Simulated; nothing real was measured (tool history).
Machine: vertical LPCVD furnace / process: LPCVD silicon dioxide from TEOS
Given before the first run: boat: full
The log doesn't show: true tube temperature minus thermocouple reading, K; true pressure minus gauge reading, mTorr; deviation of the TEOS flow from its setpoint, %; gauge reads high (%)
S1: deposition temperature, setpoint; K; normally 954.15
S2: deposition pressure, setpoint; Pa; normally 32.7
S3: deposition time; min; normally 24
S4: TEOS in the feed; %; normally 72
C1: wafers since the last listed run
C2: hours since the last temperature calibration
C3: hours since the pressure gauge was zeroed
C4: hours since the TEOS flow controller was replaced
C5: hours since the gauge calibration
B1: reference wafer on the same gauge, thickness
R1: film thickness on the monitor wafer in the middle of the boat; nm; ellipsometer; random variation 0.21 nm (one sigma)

run 1 hour=0 | S1=954.15 S2=32.7 S3=24 S4=72 | C1=0 C2=2516.5 C3=1988.4 C4=6045 C5=143.2 | B1=99.94 | R1=116.2
run 2 hour=17.1 | S1=954.15 S2=32.7 S3=24 S4=72 | C1=315 C2=2533.6 C3=2005.5 C4=6062.1 C5=160.3 | B1=99.98 | R1=116.13
run 3 hour=62.7 | S1=954.15 S2=32.7 S3=24 S4=72 | C1=841 C2=2579.2 C3=2051.1 C4=6107.7 C5=205.9 | B1=100.05 | R1=116.36
run 4 hour=79.8 | S1=959.15 S2=30.7 S3=24 S4=72 | C1=315 C2=2596.3 C3=2068.2 C4=6124.8 C5=223 | B1=100.1 | R1=126.7
run 5 hour=92.2 | S1=959.15 S2=30.7 S3=24 S4=72 | C1=228 C2=2608.7 C3=2080.6 C4=6137.2 C5=235.4 | B1=100.1 | R1=127.39
run 6 hour=109.6 | S1=959.15 S2=30.7 S3=24 S4=72 | C1=320 C2=2626.1 C3=2098 C4=6154.6 C5=252.8 | B1=100.03 | R1=126.95
run 7 hour=123.2 | S1=954.15 S2=28 S3=26.5 S4=72 | C1=250 C2=2639.7 C3=2111.6 C4=6168.2 C5=266.4 | B1=99.93 | R1=118.74
-- hour=128.6 gauge calibrated
run 8 hour=131.2 | S1=954.15 S2=28 S3=26.5 S4=72 | C1=147 C2=2647.7 C3=2119.6 C4=6176.2 C5=2.6 | B1=100.08 | R1=118.76
run 9 hour=139.6 | S1=954.15 S2=32.7 S3=24 S4=72 | C1=154 C2=2656.1 C3=2128 C4=6184.6 C5=11 | B1=100.04 | R1=116.33
run 10 hour=153.9 | S1=954.15 S2=32.7 S3=24 S4=72 | C1=263 C2=2670.4 C3=2142.3 C4=6198.9 C5=25.3 | B1=100.02 | R1=116.14
-- hour=180.9 TEOS flow controller replaced
-- hour=192.8 thermocouples replaced and temperature profile calibrated
-- hour=207.5 pressure gauge zeroed
run 11 hour=208 | S1=964.15 S2=32.7 S3=15.5 S4=60 | C1=64 C2=15.2 C3=0.5 C4=27.1 C5=79.4 | B1=100.05 | R1=79.35
run 12 hour=211.9 | S1=950.15 S2=26.7 S3=26.5 S4=82 | C1=71 C2=19.1 C3=4.4 C4=31 C5=83.3 | B1=100.01 | R1=102.23
run 13 hour=215.7 | S1=954.15 S2=32.7 S3=24 S4=72 | C1=70 C2=22.9 C3=8.2 C4=34.8 C5=87.1 | B1=99.92 | R1=106.01
run 14 hour=219.6 | S1=964.15 S2=32.7 S3=15.5 S4=60 | C1=71 C2=26.8 C3=12.1 C4=38.7 C5=91 | B1=99.98 | R1=79.22
run 15 hour=223.5 | S1=954.15 S2=32.7 S3=24 S4=72 | C1=71 C2=30.7 C3=16 C4=42.6 C5=94.9 | B1=100.06 | R1=106.24
run 16 hour=234.6 | S1=946.15 S2=27.3 S3=24 S4=72 | C1=204 C2=41.8 C3=27.1 C4=53.7 C5=106 | B1=99.95 | R1=80.06
run 17 hour=244.6 | S1=946.15 S2=37.3 S3=24 S4=80 | C1=184 C2=51.8 C3=37.1 C4=63.7 C5=116 | B1=99.94 | R1=98.45
run 18 hour=259.3 | S1=944.15 S2=26 S3=17.5 S4=62 | C1=271 C2=66.5 C3=51.8 C4=78.4 C5=130.7 | B1=99.92 | R1=50.42
run 19 hour=273.5 | S1=954.15 S2=32.7 S3=24 S4=72 | C1=261 C2=80.7 C3=66 C4=92.6 C5=144.9 | B1=100 | R1=106.82
run 20 hour=281.2 | S1=954.15 S2=24.7 S3=15 S4=72 | C1=142 C2=88.4 C3=73.7 C4=100.3 C5=152.6 | B1=99.94 | R1=57.94

For some of the steps in R1 from one run to the next: how much would appear even if the tool had no hidden state, given the settings, what came in and random variation, and how much remains for the hidden state plus any gauge scatter that the measured result and the result without hidden state don't share?
Run 10 -> 11: S1 954.15 -> 964.15, S3 24 -> 15.5, S4 72 -> 60, TEOS flow controller replaced, thermocouples replaced and temperature profile calibrated, pressure gauge zeroed. R1 -36.79 nm: hidden state -10.56, all else -26.23.
Run 18 -> 19: S1 944.15 -> 954.15, S2 26 -> 32.7, S3 17.5 -> 24, S4 62 -> 72. R1 +56.4 nm: hidden state +0.97, all else +55.43.
Run 19 -> 20: S2 32.7 -> 24.7, S3 24 -> 15. R1 -48.88 nm: hidden state -0.74, all else -48.14.
